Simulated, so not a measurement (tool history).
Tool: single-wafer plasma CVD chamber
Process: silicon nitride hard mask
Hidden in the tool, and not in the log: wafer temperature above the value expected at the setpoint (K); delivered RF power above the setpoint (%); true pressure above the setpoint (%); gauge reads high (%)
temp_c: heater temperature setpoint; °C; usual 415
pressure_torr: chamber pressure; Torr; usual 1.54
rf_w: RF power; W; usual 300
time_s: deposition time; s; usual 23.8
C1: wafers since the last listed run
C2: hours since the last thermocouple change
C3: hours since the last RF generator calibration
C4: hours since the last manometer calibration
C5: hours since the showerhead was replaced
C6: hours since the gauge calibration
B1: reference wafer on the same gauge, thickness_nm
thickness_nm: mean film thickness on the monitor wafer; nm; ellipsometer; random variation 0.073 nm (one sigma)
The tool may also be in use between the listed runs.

Run 1, hour 0: usual settings; C1 0; C2 1571.8; C3 1966.2; C4 2538.4; C5 2716.9; C6 1697.2; B1 31.632. Result: thickness_nm 26.374 nm.
Run 2, hour 42.9: usual settings; C1 1774; C2 1614.7; C3 2009.1; C4 2581.3; C5 2759.8; C6 1740.1; B1 31.603. Result: thickness_nm 26.389 nm.
At hour 98.4: RF generator calibrated.
Run 3, hour 106.2: usual settings; C1 2287; C2 1678; C3 7.8; C4 2644.6; C5 2823.1; C6 1803.4; B1 31.619. Result: thickness_nm 26.604 nm.
Run 4, hour 140.8: usual settings; C1 1431; C2 1712.6; C3 42.4; C4 2679.2; C5 2857.7; C6 1838; B1 31.607. Result: thickness_nm 26.732 nm.
At hour 227: thermocouple changed; heater temperature recalibrated.
Run 5, hour 238.5: usual settings; C1 3710; C2 11.5; C3 140.1; C4 2776.9; C5 2955.4; C6 1935.7; B1 31.629. Result: thickness_nm 26.727 nm.
At hour 278.3: showerhead replaced.
Run 6, hour 295.1: usual settings but rf_w 260 W; C1 2010; C2 68.1; C3 196.7; C4 2833.5; C5 16.8; C6 1992.3; B1 31.617. Result: thickness_nm 22.887 nm.
Run 7, hour 352: usual settings but rf_w 260 W; C1 2353; C2 125; C3 253.6; C4 2890.4; C5 73.7; C6 2049.2; B1 31.638. Result: thickness_nm 23.016 nm.
Run 8, hour 404.3: usual settings but rf_w 260 W; C1 2163; C2 177.3; C3 305.9; C4 2942.7; C5 126; C6 2101.5; B1 31.599. Result: thickness_nm 22.887 nm.
Run 9, hour 452.3: usual settings but pressure_torr 1.82 Torr; C1 1985; C2 225.3; C3 353.9; C4 2990.7; C5 174; C6 2149.5; B1 31.589. Result: thickness_nm 28.445 nm.
At hour 486.1: gauge calibrated.
Run 10, hour 509.9: usual settings but pressure_torr 1.82 Torr; C1 2382; C2 282.9; C3 411.5; C4 3048.3; C5 231.6; C6 23.8; B1 31.569. Result: thickness_nm 28.558 nm.
Run 11, hour 568: usual settings but pressure_torr 1.39 Torr, rf_w 360 W; C1 2403; C2 341; C3 469.6; C4 3106.4; C5 289.7; C6 81.9; B1 31.597. Result: thickness_nm 29.658 nm.
Run 12, hour 639.7: usual settings but rf_w 280 W, time_s 20.7 s; C1 2966; C2 412.7; C3 541.3; C4 3178.1; C5 361.4; C6 153.6; B1 31.603. Result: thickness_nm 21.523 nm.
At hour 660.2: capacitance manometer re-zeroed and calibrated.
Run 13, hour 688.9: usual settings; C1 1704; C2 461.9; C3 590.5; C4 28.7; C5 410.6; C6 202.8; B1 31.554. Result: thickness_nm 26.861 nm.
Run 14, hour 760.4: usual settings; C1 2958; C2 533.4; C3 662; C4 100.2; C5 482.1; C6 274.3; B1 31.592. Result: thickness_nm 26.982 nm.
Run 15, hour 830.5: usual settings; C1 2900; C2 603.5; C3 732.1; C4 170.3; C5 552.2; C6 344.4; B1 31.609. Result: thickness_nm 26.93 nm.
Run 16, hour 866.3: usual settings but temp_c 403 °C, pressure_torr 1.37 Torr, rf_w 275 W, time_s 27.8 s; C1 1481; C2 639.3; C3 767.9; C4 206.1; C5 588; C6 380.2; B1 31.619. Result: thickness_nm 27.239 nm.
Run 17, hour 914.1: usual settings but temp_c 429 °C; C1 1977; C2 687.1; C3 815.7; C4 253.9; C5 635.8; C6 428; B1 31.577. Result: thickness_nm 26.652 nm.
Run 18, hour 947.8: usual settings but temp_c 421 °C, pressure_torr 1.8 Torr, rf_w 255 W, time_s 20.1 s; C1 1394; C2 720.8; C3 849.4; C4 287.6; C5 669.5; C6 461.7; B1 31.619. Result: thickness_nm 20.44 nm.
Run 19, hour 985.1: usual settings but pressure_torr 1.81 Torr, time_s 20.7 s; C1 1543; C2 758.1; C3 886.7; C4 324.9; C5 706.8; C6 499; B1 31.62. Result: thickness_nm 24.926 nm.
Run 20, hour 1036.3: usual settings but temp_c 422 °C, pressure_torr 1.76 Torr, time_s 27.8 s; C1 2118; C2 809.3; C3 937.9; C4 376.1; C5 758; C6 550.2; B1 31.603. Result: thickness_nm 33.098 nm.
Run 21, hour 1078.9: usual settings but rf_w 330 W, time_s 21 s; C1 1762; C2 851.9; C3 980.5; C4 418.7; C5 800.6; C6 592.8; B1 31.594. Result: thickness_nm 25.871 nm.
Run 22, hour 1110.2: usual settings; C1 1294; C2 883.2; C3 1011.8; C4 450; C5 831.9; C6 624.1; B1 31.59. Result: thickness_nm 26.877 nm.
Run 23, hour 1164.3: usual settings but temp_c 409 °C; C1 2238; C2 937.3; C3 1065.9; C4 504.1; C5 886; C6 678.2; B1 31.579. Result: thickness_nm 26.707 nm.
Run 24, hour 1233.4: usual settings but rf_w 285 W; C1 2858; C2 1006.4; C3 1135; C4 573.2; C5 955.1; C6 747.3; B1 31.625. Result: thickness_nm 25.363 nm.
Run 25, hour 1304.4: usual settings but rf_w 280 W; C1 2937; C2 1077.4; C3 1206; C4 644.2; C5 1026.1; C6 818.3; B1 31.589. Result: thickness_nm 24.883 nm.
Run 26, hour 1352.3: usual settings but temp_c 400 °C, pressure_torr 1.92 Torr, rf_w 275 W, time_s 26.2 s; C1 1981; C2 1125.3; C3 1253.9; C4 692.1; C5 1074; C6 866.2; B1 31.604. Result: thickness_nm 29.637 nm.
Run 27, hour 1399.7: usual settings but pressure_torr 1.19 Torr; C1 1960; C2 1172.7; C3 1301.3; C4 739.5; C5 1121.4; C6 913.6; B1 31.651. Result: thickness_nm 23.411 nm.
Run 28, hour 1467.1: usual settings; C1 2788; C2 1240.1; C3 1368.7; C4 806.9; C5 1188.8; C6 981; B1 31.586. Result: thickness_nm 26.764 nm.

4 ways to go on from here, each from the tool as it stands after run 28. What would each give?
Run A, hour 1467.5: usual settings but rf_w 255 W; C1 16; C2 1240.5; C3 1369.1; C4 807.3; C5 1189.2; C6 981.4; B1 ?. Result: thickness_nm ?.
Run B, hour 1467.5: usual settings but temp_c 419 °C, pressure_torr 1.18 Torr, time_s 25.1 s; C1 16; C2 1240.5; C3 1369.1; C4 807.3; C5 1189.2; C6 981.4; B1 ?. Result: thickness_nm ?.
Run C, hour 1467.5: usual settings but pressure_torr 1.77 Torr; C1 16; C2 1240.5; C3 1369.1; C4 807.3; C5 1189.2; C6 981.4; B1 ?. Result: thickness_nm ?.
Run D, hour 1467.5: usual settings but time_s 19.4 s; C1 16; C2 1240.5; C3 1369.1; C4 807.3; C5 1189.2; C6 981.4; B1 ?. Result: thickness_nm ?.

run      B1  thickness_nm
  A  31.581        22.453
  B  31.581        24.321
  C  31.581         28.26
  D  31.581        21.728
Without the tool's hidden state the same runs would have given:
run  thickness_nm
  A        22.765
  B        24.669
  C        28.637
  D        22.022
